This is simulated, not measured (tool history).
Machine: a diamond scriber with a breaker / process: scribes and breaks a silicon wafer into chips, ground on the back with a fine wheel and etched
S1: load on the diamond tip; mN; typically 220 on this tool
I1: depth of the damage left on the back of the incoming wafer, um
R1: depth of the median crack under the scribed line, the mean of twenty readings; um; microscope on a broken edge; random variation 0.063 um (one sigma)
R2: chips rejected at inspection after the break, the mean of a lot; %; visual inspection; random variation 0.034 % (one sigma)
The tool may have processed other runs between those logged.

run     day   S1    I1    R1    R2
  1       0  220  0.59  7.03   0.5
  2   0.821  247  0.55  7.73  1.07
  3   1.962  247  0.76  7.79  1.03
  4   2.662  247  0.42  7.64     1
  5   4.008  220  0.61  6.93  0.51
  6   5.258  220  0.43   6.9  0.51
  7   5.854  220  0.65  6.89  0.52
  8     7.1  220   0.8  6.94  0.65
  9   8.033  193  0.56  6.08  2.74
 10   8.854  193  0.74  6.07   2.6
 11   9.888  193  0.52  6.02  2.42
 12  10.825  220  0.74   6.8   0.6
 13  14.746  220  0.45  6.88  0.63
 14  15.517  220  0.45  6.84  0.73
 15  16.762  220  0.49  6.69  0.72
     17.504  -- load on the tip recalibrated
 16  17.971  220  0.52  6.76  0.73
     18.175  -- diamond tip replaced by a new one
 17  19.246  220  0.61  7.13  0.47
 18  20.746  220  0.74  7.01  0.53
 19  21.658  220  0.78  7.05  0.52
 20  22.479  220   0.5  7.11  0.48
 21  23.362  198  0.56  6.41  1.52
 22  23.971  243  0.62  7.66  0.91
 23  25.408  279  0.71  8.47  3.25
 24  26.138  201  0.72  6.47  1.28
 25  27.292  247  0.46  7.77  0.97
 26  28.621  238  0.55  7.38  0.67
 27  29.325  176  0.41   5.8  4.69
 28  30.183  259   0.7     8  1.44
 29  31.496  274  0.31  8.34  2.76
 30  32.762  181  0.62  5.81  3.74
 31  33.975  220  0.73  6.83  0.63
 32  34.858  220  0.59  6.85  0.59
 33  35.454  200  0.71  6.22  1.74
 34  36.596  220  0.57  6.85  0.63
 35  37.875  220  0.52   6.8   0.7
     38.925  -- diamond tip replaced by a new one
 36  39.179  220  0.44  7.08  0.43
 37  40.117  272  0.74  8.58  2.98
 38  41.217  276  0.78  8.53     4
 39  42.683  263  0.43  8.21  2.31
 40  43.571  220  0.33  7.04  0.41
 41  44.896  239  0.73  7.58  0.74

Alternative continuations, all from the tool just after run 41; predict every row:
  A  44.921  220  0.57   ?   ?
  B  44.921  160  0.57   ?   ?
  C  44.921  157  0.57   ?   ?
  D  44.921  265  0.57   ?   ?
  E  44.921  164  0.57   ?   ?

run    R1    R2
  A  6.98  0.47
  B  5.19  8.48
  C   5.1  9.44
  D  8.18  2.23
  E  5.32  7.31
What these runs would have given with no unlogged condition in the tool:
run    R1    R2
  A  7.08  0.45
  B  5.27  7.78
  C  5.17   8.7
  D   8.3   2.6
  E   5.4  6.66
